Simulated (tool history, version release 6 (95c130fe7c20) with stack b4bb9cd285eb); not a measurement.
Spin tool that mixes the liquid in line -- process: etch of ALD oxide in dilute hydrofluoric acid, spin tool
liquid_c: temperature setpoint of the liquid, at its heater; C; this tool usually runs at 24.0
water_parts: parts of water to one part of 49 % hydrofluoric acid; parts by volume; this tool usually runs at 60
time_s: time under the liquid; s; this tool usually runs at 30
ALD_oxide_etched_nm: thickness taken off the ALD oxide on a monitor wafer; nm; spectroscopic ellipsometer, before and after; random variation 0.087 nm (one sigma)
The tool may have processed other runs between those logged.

run,hour,liquid_c,water_parts,time_s,"read-back film thickness of the ALD oxide reference wafer, read on the same gauge (nm)",ALD_oxide_etched_nm
1,0.0,25.5,60,30,79.99,16.89
2,34.7,24.0,55,30,79.99,17.23
3,82.8,24.0,55,30,80.01,17.45
4,107.1,24.0,60,30,80.01,16.12
5,133.9,24.0,60,30,79.98,15.96
6,160.3,24.0,60,30,80.00,15.98
# hour 165.9: hydrofluoric acid flow meter replaced
7,199.5,24.0,60,30,80.00,15.34
8,253.8,24.0,60,30,80.01,15.59
9,313.0,24.0,60,40,79.99,20.64
10,367.9,24.0,60,40,80.01,20.64
11,412.5,24.0,60,30,80.02,15.45
12,472.7,24.0,60,20,80.00,10.36
13,522.6,25.5,45,25,80.00,18.83
14,576.5,24.0,50,45,80.00,28.71
15,638.0,24.0,80,35,80.00,13.43
# hour 652.8: thermometer replaced
16,689.0,26.0,50,40,79.99,27.77
17,724.7,24.0,60,45,79.99,23.90
18,793.0,24.0,60,50,80.02,26.32
19,841.6,19.5,60,40,79.98,17.54
20,884.7,26.5,75,35,80.01,16.15
21,951.8,24.0,60,30,79.97,15.99
22,1019.6,25.5,60,30,79.99,17.11
# hour 1039.4: hydrofluoric acid flow meter replaced
23,1051.4,25.5,60,30,80.02,16.59
24,1113.9,24.0,80,20,80.02,7.50
25,1175.4,26.5,80,15,79.99,6.31
# hour 1213.3: thermometer replaced
26,1226.8,24.0,60,30,79.99,15.62
27,1253.9,24.0,60,30,80.00,15.69
28,1287.4,24.0,60,30,80.00,15.58
29,1328.8,29.0,60,30,80.00,19.05
30,1370.6,22.5,35,35,80.02,30.39
31,1431.9,28.0,75,40,80.00,19.23
32,1457.4,27.5,60,35,79.98,21.09
33,1507.3,22.5,70,50,80.00,21.26

Below are 5 alternative next runs, each starting from the tool's condition after run 33. Predict each:
A,1507.7,24.0,60,15,?,?
B,1507.7,24.0,45,30,?,?
C,1507.7,26.5,45,30,?,?
D,1507.7,19.5,75,45,?,?
E,1507.7,28.0,75,45,?,?

run,"read-back film thickness of the ALD oxide reference wafer, read on the same gauge (nm)",ALD_oxide_etched_nm
A,80.02,7.82
B,80.02,21.26
C,80.02,23.55
D,80.02,15.30
E,80.02,21.59
What these runs would have given with no unlogged condition in the tool:
run,ALD_oxide_etched_nm
A,7.54
B,20.50
C,22.71
D,14.74
E,20.80

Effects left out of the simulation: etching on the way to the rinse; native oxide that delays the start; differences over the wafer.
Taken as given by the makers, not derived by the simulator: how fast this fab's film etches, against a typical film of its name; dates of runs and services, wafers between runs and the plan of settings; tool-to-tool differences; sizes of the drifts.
